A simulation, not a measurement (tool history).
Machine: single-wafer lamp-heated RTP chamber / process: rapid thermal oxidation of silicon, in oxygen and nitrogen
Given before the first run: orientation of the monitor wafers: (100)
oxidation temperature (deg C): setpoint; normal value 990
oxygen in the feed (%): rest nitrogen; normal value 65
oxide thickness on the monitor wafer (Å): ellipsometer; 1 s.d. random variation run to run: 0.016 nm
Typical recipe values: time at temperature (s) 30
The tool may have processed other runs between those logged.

run,hour,oxidation temperature (deg C),time at temperature (s),oxygen in the feed (%),"read-back reference wafer on the same gauge, thickness",oxide thickness on the monitor wafer (Å)
1,0,990,30,65,3.414,37.28
2,14.8,990,30,65,3.412,37.61
3,25.8,998,30,65,3.414,39.32
4,40.1,998,30,65,3.412,39.37
5,52,990,30,49,3.41,34.37
6,59.1,1012,30,65,3.403,43.31
7,75.4,990,30,88,3.413,40.99
8,91.8,990,30,88,3.415,40.97
9,107.1,990,30,88,3.421,41.23
10,118.3,990,30,65,3.413,37.53
11,124.6,990,30,65,3.408,37.53
12,137,990,30,65,3.409,37.84
13,148.3,990,30,65,3.399,37.95
14,196.8,990,30,74,3.409,37.46
15,203.8,990,30,65,3.412,36.03
16,227,977,30,65,3.407,33.36
17,242.4,961,30,65,3.409,30.6
18,258.8,990,39,45,3.41,35.66
19,269.5,979,17,53,3.416,26.99
20,279.9,972,30,65,3.407,32.47
21,286.1,990,30,88,3.41,39.94
22,298.6,963,15,56,3.414,24.6
23,316.1,1010,41,54,3.409,43.72
24,330.6,982,40,41,3.412,33.57
25,341.6,973,30,91,3.419,35.69
26,356.6,977,25,65,3.412,31.26
27,368.8,990,38,39,3.415,34.19

Put back what was entered between runs (3 entries, withheld): which listed runs does each sit between, and how does the hidden state differ from the listed run before to the listed run after?
Run 11 -> run 12: oxygen flow controller replaced (hour 134.7)
  true wafer temperature minus pyrometer reading, K: 8.21 -> 8.33
  what was measured, less what the result would be without the hidden state, oxide thickness on the monitor wafer (Å): +1.91 -> +1.96
Run 12 -> run 13: gauge calibrated (hour 138.4)
  true wafer temperature minus pyrometer reading, K: 8.33 -> 8.43
  what was measured, less what the result would be without the hidden state, oxide thickness on the monitor wafer (Å): +1.96 -> +1.99
Run 13 -> run 14: pyrometer window cleaned and pyrometer calibrated (hour 164.4)
  true wafer temperature minus pyrometer reading, K: 8.43 -> 0.782
  what was measured, less what the result would be without the hidden state, oxide thickness on the monitor wafer (Å): +1.99 -> +0.19

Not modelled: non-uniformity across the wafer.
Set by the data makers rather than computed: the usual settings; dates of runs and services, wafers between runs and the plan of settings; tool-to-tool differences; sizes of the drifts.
